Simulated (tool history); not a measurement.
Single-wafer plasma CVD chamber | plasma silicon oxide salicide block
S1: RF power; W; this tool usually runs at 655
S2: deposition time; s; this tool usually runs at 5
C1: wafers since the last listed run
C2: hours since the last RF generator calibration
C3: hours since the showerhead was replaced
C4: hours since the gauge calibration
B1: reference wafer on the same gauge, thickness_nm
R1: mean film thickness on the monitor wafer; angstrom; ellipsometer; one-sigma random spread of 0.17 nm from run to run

run 1 hour=0 | S1=730 S2=5 | C1=0 C2=1787.9 C3=2009.8 C4=377.7 | B1=51.035 | R1=561.54
run 2 hour=200.4 | S1=655 S2=5 | C1=6798 C2=1988.3 C3=2210.2 C4=578.1 | B1=51.061 | R1=546.57
run 3 hour=253.1 | S1=655 S2=5 | C1=1787 C2=2041 C3=2262.9 C4=630.8 | B1=51.169 | R1=544.94
run 4 hour=289.1 | S1=655 S2=5 | C1=1221 C2=2077 C3=2298.9 C4=666.8 | B1=51.068 | R1=543.64
run 5 hour=349.3 | S1=655 S2=5 | C1=2042 C2=2137.2 C3=2359.1 C4=727 | B1=51.063 | R1=541.28
run 6 hour=438.7 | S1=655 S2=5 | C1=3033 C2=2226.6 C3=2448.5 C4=816.4 | B1=51.132 | R1=544.83
run 7 hour=526.5 | S1=655 S2=5 | C1=2978 C2=2314.4 C3=2536.3 C4=904.2 | B1=51.059 | R1=546.69
-- hour=541.6 RF generator calibrated
run 8 hour=605.6 | S1=615 S2=4.41 | C1=2412 C2=64 C3=2615.4 C4=983.3 | B1=51.132 | R1=468.06
-- hour=643.8 gauge calibrated
run 9 hour=701.6 | S1=615 S2=4.41 | C1=3256 C2=160 C3=2711.4 C4=57.8 | B1=51.112 | R1=468.1
-- hour=757.1 RF generator calibrated, repeated, since the last time left the tool worse
run 10 hour=757.6 | S1=770 S2=5.59 | C1=1628 C2=0.5 C3=2767.4 C4=113.8 | B1=51.14 | R1=645.51
run 11 hour=789.8 | S1=605 S2=5.84 | C1=1092 C2=32.7 C3=2799.6 C4=146 | B1=51.071 | R1=633.32
run 12 hour=897.6 | S1=655 S2=5.92 | C1=3657 C2=140.5 C3=2907.4 C4=253.8 | B1=51.065 | R1=653.75
run 13 hour=982 | S1=655 S2=5 | C1=2863 C2=224.9 C3=2991.8 C4=338.2 | B1=51.069 | R1=553.94
run 14 hour=1039.7 | S1=655 S2=5 | C1=1957 C2=282.6 C3=3049.5 C4=395.9 | B1=51.06 | R1=552.02
run 15 hour=1108.8 | S1=725 S2=4 | C1=2344 C2=351.7 C3=3118.6 C4=465 | B1=51.088 | R1=452.25
-- hour=1152 showerhead replaced
-- hour=1420.7 gauge calibrated
run 16 hour=1429.9 | S1=655 S2=4.47 | C1=10622 C2=672.8 C3=277.9 C4=9.2 | B1=51.094 | R1=488.32
run 17 hour=1514.9 | S1=545 S2=5.56 | C1=2883 C2=757.8 C3=362.9 C4=94.2 | B1=51.126 | R1=577.73
run 18 hour=1599.9 | S1=595 S2=4.13 | C1=2883 C2=842.8 C3=447.9 C4=179.2 | B1=51.06 | R1=440.91
run 19 hour=1651.6 | S1=545 S2=4.7 | C1=1754 C2=894.5 C3=499.6 C4=230.9 | B1=51.078 | R1=488.66

Across each entry between runs, compare the hidden state at the last listed run before it with the hidden state at the first listed run after it:
Runs 7 to 8: RF generator calibrated (hour 541.6)
  delivered RF power above the setpoint (%): -5.09 -> -9.58
  measured less the result without the state, R1: -7.46 -> -12.35 angstrom
Runs 8 to 9: gauge calibrated (hour 643.8)
  delivered RF power above the setpoint (%): -9.58 -> -10.1
  measured less the result without the state, R1: -12.35 -> -13.13 angstrom
Runs 9 to 10: RF generator calibrated, repeated, since the last time left the tool worse (hour 757.1)
  delivered RF power above the setpoint (%): -10.1 -> -0.0993
  measured less the result without the state, R1: -13.13 -> -0.17 angstrom
Runs 15 to 16: showerhead replaced (hour 1152); gauge calibrated (hour 1420.7)
  delivered RF power above the setpoint (%): -2.01 -> -3.14
  measured less the result without the state, R1: -2.4 -> -4.06 angstrom
